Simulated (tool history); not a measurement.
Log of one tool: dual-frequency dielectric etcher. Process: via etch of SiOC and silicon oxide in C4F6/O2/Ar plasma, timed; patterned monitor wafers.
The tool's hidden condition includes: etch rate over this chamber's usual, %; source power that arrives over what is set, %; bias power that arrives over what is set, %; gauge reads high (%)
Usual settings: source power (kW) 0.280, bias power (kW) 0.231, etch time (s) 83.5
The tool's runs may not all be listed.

run	hour	source power (kW)	bias power (kW)	etch time (s)	wafers since the last listed run	hours since the last wet clean	hours since the last source power generator calibration	hours since the last bias power generator calibration	hours since the last upper electrode change	hours since the gauge calibration	read-back reference wafer on the same gauge, depth_nm	mean etch depth across the wafer (Å)
1	0.0	0.280	0.231	83.5	0	187.0	3194.1	1526.8	3856.2	41.1	77.8	910
2	6.4	0.280	0.231	83.5	92	193.4	3200.5	1533.2	3862.6	47.5	77.9	910
3	22.6	0.280	0.231	83.5	234	209.6	3216.7	1549.4	3878.8	63.7	77.9	908
4	29.0	0.280	0.231	83.5	92	216.0	3223.1	1555.8	3885.2	70.1	77.9	906
5	43.0	0.280	0.231	83.5	202	230.0	3237.1	1569.8	3899.2	84.1	77.8	908
6	60.9	0.280	0.231	83.5	258	247.9	3255.0	1587.7	3917.1	102.0	77.9	909
7	71.7	0.280	0.195	83.5	156	258.7	3265.8	1598.5	3927.9	112.8	77.9	864
8	88.9	0.280	0.231	83.5	248	275.9	3283.0	1615.7	3945.1	130.0	77.9	912
# hour 113.2: upper electrode replaced
# hour 113.3: bias power generator calibrated
9	113.7	0.280	0.231	83.5	10	300.7	3307.8	0.4	0.5	154.8	77.8	911
10	114.4	0.280	0.207	83.5	10	301.4	3308.5	1.1	1.2	155.5	78.0	881
11	126.0	0.280	0.207	83.5	167	313.0	3320.1	12.7	12.8	167.1	77.9	881
12	134.0	0.280	0.207	83.5	115	321.0	3328.1	20.7	20.8	175.1	77.9	883
# hour 136.7: gauge calibrated
13	145.6	0.280	0.231	91.0	167	332.6	3339.7	32.3	32.4	8.9	77.9	992
14	163.5	0.280	0.231	91.0	258	350.5	3357.6	50.2	50.3	26.8	78.0	989
15	173.9	0.280	0.231	83.5	150	360.9	3368.0	60.6	60.7	37.2	77.9	909
16	182.8	0.250	0.231	83.5	128	369.8	3376.9	69.5	69.6	46.1	77.9	860
17	191.8	0.220	0.191	75.5	130	378.8	3385.9	78.5	78.6	55.1	77.9	688
# hour 215.6: source power generator calibrated
# hour 221.8: wet clean of the chamber
18	222.3	0.310	0.179	62.5	293	0.5	6.7	109.0	109.1	85.6	77.9	662
19	222.6	0.310	0.215	95.0	4	0.8	7.0	109.3	109.4	85.9	77.9	1067
20	230.7	0.310	0.188	77.0	117	8.9	15.1	117.4	117.5	94.0	77.9	829
21	238.8	0.250	0.183	95.5	117	17.0	23.2	125.5	125.6	102.1	77.9	917
22	253.9	0.280	0.263	74.5	218	32.1	38.3	140.6	140.7	117.2	77.9	842
23	265.2	0.280	0.231	83.5	163	43.4	49.6	151.9	152.0	128.5	77.9	909
24	279.5	0.320	0.231	104.0	206	57.7	63.9	166.2	166.3	142.8	77.9	1212
25	293.6	0.280	0.288	83.5	203	71.8	78.0	180.3	180.4	156.9	77.9	975
26	303.0	0.280	0.281	83.5	135	81.2	87.4	189.7	189.8	166.3	77.9	968
27	315.9	0.310	0.184	83.5	186	94.1	100.3	202.6	202.7	179.2	77.9	893
# hour 321.4: gauge calibrated
28	322.1	0.250	0.216	99.5	89	100.3	106.5	208.8	208.9	0.7	77.9	1003

Forecast each of these 3 alternatives for the next run:
A	322.5	0.340	0.231	83.5	5	100.7	106.9	209.2	209.3	1.1	?	?
B	322.5	0.220	0.231	70.0	5	100.7	106.9	209.2	209.3	1.1	?	?
C	322.5	0.280	0.231	95.5	5	100.7	106.9	209.2	209.3	1.1	?	?

run	read-back reference wafer on the same gauge, depth_nm	mean etch depth across the wafer (Å)
A	77.9	997
B	77.9	676
C	77.9	1041
Take away the tool's hidden state, keep each run's random variation, and the runs would have read:
run	mean etch depth across the wafer (Å)
A	997
B	676
C	1041
